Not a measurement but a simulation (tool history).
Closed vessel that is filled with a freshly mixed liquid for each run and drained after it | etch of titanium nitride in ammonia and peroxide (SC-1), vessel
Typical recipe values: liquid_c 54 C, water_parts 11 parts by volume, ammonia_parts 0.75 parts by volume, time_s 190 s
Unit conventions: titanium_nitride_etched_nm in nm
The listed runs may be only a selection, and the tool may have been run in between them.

run    hour  liquid_c  water_parts  ammonia_parts  time_s  read-back film thickness of the titanium nitride reference wafer, read on the same gauge (nm)  titanium_nitride_etched_nm
  1       0        57           11           0.75     190                                                                                          90.02                        20.6
  2    45.8        57           11           0.75     190                                                                                          90.04                       20.58
  3   113.3        57           11           0.75     190                                                                                          90.01                       20.46
  4   212.1        54            7           0.75     190                                                                                          89.99                       22.94
  5   291.9        54            7           0.75     190                                                                                          89.96                       23.05
  6   391.3        54            7           0.75     190                                                                                          90.03                        22.5
  7     491        54           11           0.75     255                                                                                          89.98                       23.35
  8   708.6        54           11           0.55     190                                                                                          89.98                       16.04
  9   755.9        44           11            1.1     190                                                                                          89.98                        9.78
 10   829.2        62           16            0.5      85                                                                                             90                       10.63
 11   869.9        54           11           0.75     190                                                                                          90.02                       18.04
 12   927.4        54           11           0.75     100                                                                                          90.02                         9.5
 13  1008.1      47.5           11           0.75     190                                                                                          90.01                       11.17
 14  1100.1        54            8           0.75     245                                                                                          89.97                        26.4
 15  1202.3        54           11           0.75     190                                                                                             90                        17.1
 16  1309.4        57         13.5           0.75     155                                                                                          90.05                       15.27
 17  1409.6        49           11           0.75     230                                                                                          89.99                       13.99
 18  1476.1        54           11           0.75     190                                                                                          89.97                       18.25
 19  1513.7        54           11           0.55     155                                                                                          89.99                       14.03
 20    1618      47.5           11            0.5     190                                                                                          90.01                       10.73
 21  1660.5        45            8            0.9     115                                                                                             90                        6.88
 22  1761.8        54           11           0.75     190                                                                                          90.05                        17.4
 23  1820.4        54           11           0.45      90                                                                                          89.98                        7.51
 24  1872.5        54          6.5           0.75     190                                                                                          89.98                        22.1
 25  1946.2        54           11           0.75     190                                                                                          89.97                       16.91
 26    2048        54           14           0.75     190                                                                                          90.01                       14.66
 27  2084.3        54           11           0.75     235                                                                                             90                       20.23

Missing from the log above: 8 entries noted between runs. For each, name the pair of listed runs it sits between and say how the tool's hidden condition differs from the listed run just before to the listed run just after:
Logged between run 3 and run 4: thermometer replaced (hour 161)
  liquid colder than its thermometer reads (K): 1.7 -> 0.231
  measured value less the no-hidden-state value, titanium_nitride_etched_nm: -2.47 -> -0.37 nm
Logged between run 7 and run 8: new drum of ammonia solution connected (hour 581.9); ammonia flow meter replaced (hour 656.2)
  liquid colder than its thermometer reads (K): 0.938 -> 1.49
  measured value less the no-hidden-state value, titanium_nitride_etched_nm: -1.55 -> -1.71 nm
Logged between run 8 and run 9: thermometer replaced (hour 750.6)
  liquid colder than its thermometer reads (K): 1.49 -> 0.183
  measured value less the no-hidden-state value, titanium_nitride_etched_nm: -1.71 -> -0.13 nm
Logged between run 12 and run 13: gauge calibrated (hour 997.1)
  liquid colder than its thermometer reads (K): 0.618 -> 0.823
  measured value less the no-hidden-state value, titanium_nitride_etched_nm: -0.41 -> -0.67 nm
Logged between run 17 and run 18: thermometer replaced (hour 1419.6)
  liquid colder than its thermometer reads (K): 1.84 -> 0.217
  measured value less the no-hidden-state value, titanium_nitride_etched_nm: -1.94 -> -0.27 nm
Logged between run 18 and run 19: ammonia flow meter replaced (hour 1493.6)
  liquid colder than its thermometer reads (K): 0.217 -> 0.312
  measured value less the no-hidden-state value, titanium_nitride_etched_nm: -0.27 -> -0.3 nm
Logged between run 19 and run 20: new drum of ammonia solution connected (hour 1553.6)
  liquid colder than its thermometer reads (K): 0.312 -> 0.577
  measured value less the no-hidden-state value, titanium_nitride_etched_nm: -0.3 -> -0.45 nm
